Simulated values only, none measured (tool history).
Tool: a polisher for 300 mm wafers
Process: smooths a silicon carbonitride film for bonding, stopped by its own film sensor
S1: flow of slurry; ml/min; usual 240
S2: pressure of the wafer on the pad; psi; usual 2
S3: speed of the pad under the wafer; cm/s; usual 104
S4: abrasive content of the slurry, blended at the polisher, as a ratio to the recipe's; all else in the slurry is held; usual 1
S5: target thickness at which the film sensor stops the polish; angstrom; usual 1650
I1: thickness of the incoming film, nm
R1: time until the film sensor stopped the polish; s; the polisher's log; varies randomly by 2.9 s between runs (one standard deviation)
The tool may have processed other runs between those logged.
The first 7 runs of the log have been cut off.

run   hour   S1   S2   S3    S4    S5     I1     R1
  8  114.8  155    2  104     1  1650  202.1  161.4
  9  121.3  270    2  104   0.8  1650  199.9  155.6
     125.3  -- head pressure recalibrated
 10  129.5  240  2.6  104   1.1  1730  198.8   89.1
 11  137.3  305    2  104   1.2  1650  200.3  150.8
 12  150.3  240    2  104     1  1650  196.1    142
 13  165.7  275  2.2  104     1  1650  198.3  128.9
 14  181.1  240    2   90     1  1650  199.6    168
 15  197.4  260  2.2  104     1  1740  204.4    123
 16    212  280    2  104     1  1610  201.8    183
     219.9  -- slurry nozzle cleaned
 17  223.6  240    2   80  1.25  1650  199.6  161.9
     228.1  -- worn pad replaced by a new one
 18  229.8  240  2.6  104  1.15  1600  202.2  139.1
 19  245.1  240    2  124     1  1710  198.3  109.2

For run 20, what comes out?
 20  262.3  315   2  80  1.3  1540  198.7   ?

R1: 201.3 s
Take away the tool's hidden state, keep the run-to-run variation as it was, and the same run would have given R1 212.6 s.
